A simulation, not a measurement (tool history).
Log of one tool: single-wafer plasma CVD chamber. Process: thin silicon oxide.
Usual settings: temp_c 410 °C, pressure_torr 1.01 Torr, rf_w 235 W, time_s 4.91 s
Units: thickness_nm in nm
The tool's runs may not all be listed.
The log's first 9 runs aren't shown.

run    hour  temp_c  pressure_torr  rf_w  time_s  wafers since the last listed run  hours since the last thermocouple change  hours since the last RF generator calibration  hours since the last manometer calibration  hours since the showerhead was replaced  hours since the gauge calibration  read-back reference wafer on the same gauge, thickness_nm  thickness_nm
      497.1  -- RF generator calibrated
 10   500.7     410           1.01   235    4.91                               668                                    1436.3                                            3.6                                      2091.7                                   6165.5                              506.4                                                     11.195        10.576
 11   567.4     410           1.01   235    4.91                              2424                                      1503                                           70.3                                      2158.4                                   6232.2                              573.1                                                     11.198        10.521
 12   609.3     410           1.01   235    4.91                              1522                                    1544.9                                          112.2                                      2200.3                                   6274.1                                615                                                     11.204        10.528
 13     678     410           1.01   220    5.11                              2497                                    1613.6                                          180.9                                        2269                                   6342.8                              683.7                                                     11.195        10.454
 14   739.3     410           0.92   235    4.91                              2228                                    1674.9                                          242.2                                      2330.3                                   6404.1                                745                                                     11.183         9.915
 15   798.2     403           1.25   215     5.4                              2140                                    1733.8                                          301.1                                      2389.2                                     6463                              803.9                                                     11.203        12.363
 16   844.2     406           1.01   235    4.19                              1671                                    1779.8                                          347.1                                      2435.2                                     6509                              849.9                                                      11.21         9.015
      896.5  -- showerhead replaced
 17     901     410           1.01   235    4.91                              1773                                    1836.6                                          403.9                                        2492                                      4.5                              906.7                                                     11.209        10.533
      912.7  -- thermocouple changed; heater temperature recalibrated
 18   963.6     410           1.01   235    4.91                              1984                                      50.9                                          466.5                                      2554.6                                     67.1                              969.3                                                     11.207        10.476
 19   994.6     410           1.01   190    4.91                              1126                                      81.9                                          497.5                                      2585.6                                     98.1                             1000.3                                                     11.213         8.986
     1015.6  -- gauge calibrated
     1034.2  -- capacitance manometer re-zeroed and calibrated
 20  1034.7     410           1.01   235    4.91                              1166                                       122                                          537.6                                         0.5                                    138.2                               19.1                                                     11.211        10.541
 21  1055.9     395           1.01   235    4.91                               770                                     143.2                                          558.8                                        21.7                                    159.4                               40.3                                                     11.205        10.631
 22  1101.2     402           1.01   235    4.07                              1646                                     188.5                                          604.1                                          67                                    204.7                               85.6                                                     11.208         8.757
 23  1149.6     410           1.01   220    5.11                              1759                                     236.9                                          652.5                                       115.4                                    253.1                                134                                                     11.194        10.444
 24  1194.4     418           1.01   235    4.91                              1628                                     281.7                                          697.3                                       160.2                                    297.9                              178.8                                                     11.207        10.492
 25    1236     404           1.01   235    4.91                              1512                                     323.3                                          738.9                                       201.8                                    339.5                              220.4                                                     11.192        10.545
 26  1301.1     397           0.77   250    4.91                              2366                                     388.4                                            804                                       266.9                                    404.6                              285.5                                                     11.206         9.077
 27    1373     410           1.01   235    4.52                              2613                                     460.3                                          875.9                                       338.8                                    476.5                              357.4                                                     11.189         9.666
 28  1424.5     410           1.01   235    4.91                              1871                                     511.8                                          927.4                                       390.3                                      528                              408.9                                                     11.183        10.491
 29  1459.5     410           1.01   235    4.91                              1272                                     546.8                                          962.4                                       425.3                                      563                              443.9                                                     11.204        10.511
 30  1530.7     410           1.24   235    5.58                              2587                                       618                                         1033.6                                       496.5                                    634.2                              515.1                                                     11.194        13.427

Forecast each of these 3 alternatives for the next run:
  A  1531.1     410           1.01   235    4.91                                14                                     618.4                                           1034                                       496.9                                    634.6                              515.5                                                          ?             ?
  B  1531.1     410           1.08   255    4.41                                14                                     618.4                                           1034                                       496.9                                    634.6                              515.5                                                          ?             ?
  C  1531.1     410           1.01   195    4.91                                14                                     618.4                                           1034                                       496.9                                    634.6                              515.5                                                          ?             ?

run  read-back reference wafer on the same gauge, thickness_nm  thickness_nm
  A                                                     11.195        10.549
  B                                                     11.195        10.384
  C                                                     11.195         9.196
Without the tool's hidden state the same runs would have given:
run  thickness_nm
  A        10.549
  B        10.384
  C         9.196
